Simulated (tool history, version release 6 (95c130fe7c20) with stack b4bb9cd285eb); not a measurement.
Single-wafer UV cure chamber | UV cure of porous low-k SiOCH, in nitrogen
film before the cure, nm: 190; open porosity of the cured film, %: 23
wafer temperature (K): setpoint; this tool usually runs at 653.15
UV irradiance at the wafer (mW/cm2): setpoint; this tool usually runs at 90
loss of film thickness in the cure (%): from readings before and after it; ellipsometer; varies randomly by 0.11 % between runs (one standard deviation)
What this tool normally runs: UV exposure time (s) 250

| run | hour | wafer temperature (K) | UV exposure time (s) | UV irradiance at the wafer (mW/cm2) | wafers since the last listed run | hours since the UV bulbs were replaced | wafers since the quartz window was cleaned | loss of film thickness in the cure (%) |
|---|---|---|---|---|---|---|---|---|
| 1 | 0.0 | 653.15 | 165 | 102 | 0 | 2631.7 | 961 | 11.765 |
| 2 | 11.8 | 653.15 | 165 | 102 | 78 | 2643.5 | 1040 | 11.803 |
| 3 | 22.8 | 645.15 | 250 | 90 | 73 | 2654.5 | 1114 | 12.942 |
| 4 | 31.3 | 645.15 | 250 | 90 | 56 | 2663.0 | 1170 | 12.984 |
| 5 | 44.1 | 645.15 | 250 | 90 | 85 | 2675.8 | 1256 | 12.948 |
| 6 | 59.3 | 660.15 | 250 | 90 | 101 | 2691.0 | 1357 | 13.244 |
| 7 | 75.8 | 660.15 | 250 | 90 | 110 | 2707.5 | 1468 | 13.145 |
| 8 | 91.4 | 653.15 | 250 | 90 | 104 | 2723.1 | 1572 | 13.122 |
| 9 | 103.4 | 653.15 | 250 | 90 | 80 | 2735.1 | 1652 | 13.069 |
| 10 | 120.2 | 653.15 | 250 | 90 | 112 | 2751.9 | 1764 | 13.216 |
| 11 | 137.9 | 653.15 | 250 | 90 | 118 | 2769.6 | 1883 | 13.030 |
|  | 147.1 | UV bulbs replaced |
| 12 | 153.1 | 653.15 | 250 | 90 | 48 | 6.0 | 1931 | 13.054 |
| 13 | 164.3 | 666.15 | 180 | 78 | 74 | 17.2 | 2006 | 10.862 |
| 14 | 173.0 | 653.15 | 250 | 56 | 58 | 25.9 | 2064 | 10.586 |
| 15 | 188.4 | 653.15 | 250 | 56 | 102 | 41.3 | 2167 | 10.489 |
| 16 | 205.0 | 642.15 | 250 | 103 | 110 | 57.9 | 2277 | 13.189 |
| 17 | 222.8 | 653.15 | 250 | 119 | 118 | 75.7 | 2396 | 14.226 |
| 18 | 236.8 | 653.15 | 250 | 90 | 93 | 89.7 | 2490 | 12.992 |
| 19 | 253.4 | 653.15 | 180 | 58 | 110 | 106.3 | 2601 | 9.066 |
|  | 272.8 | quartz window cleaned |
| 20 | 273.3 | 663.15 | 110 | 56 | 79 | 126.2 | 3 | 7.665 |
| 21 | 321.1 | 653.15 | 250 | 90 | 319 | 174.0 | 322 | 13.457 |
| 22 | 336.2 | 646.15 | 250 | 121 | 100 | 189.1 | 423 | 14.971 |
| 23 | 351.2 | 661.15 | 300 | 68 | 100 | 204.1 | 523 | 12.957 |

Below are 3 alternative next runs, each starting from the tool's condition after run 23. Predict each:
| A | 351.7 | 653.15 | 250 | 90 | 3 | 204.6 | 527 | ? |
| B | 351.7 | 653.15 | 250 | 124 | 3 | 204.6 | 527 | ? |
| C | 351.7 | 666.15 | 250 | 121 | 3 | 204.6 | 527 | ? |

| run | loss of film thickness in the cure (%) |
|---|---|
| A | 13.291 |
| B | 14.962 |
| C | 15.108 |
What these runs would have given with no unlogged condition in the tool:
| run | loss of film thickness in the cure (%) |
|---|---|
| A | 13.649 |
| B | 15.331 |
| C | 15.478 |
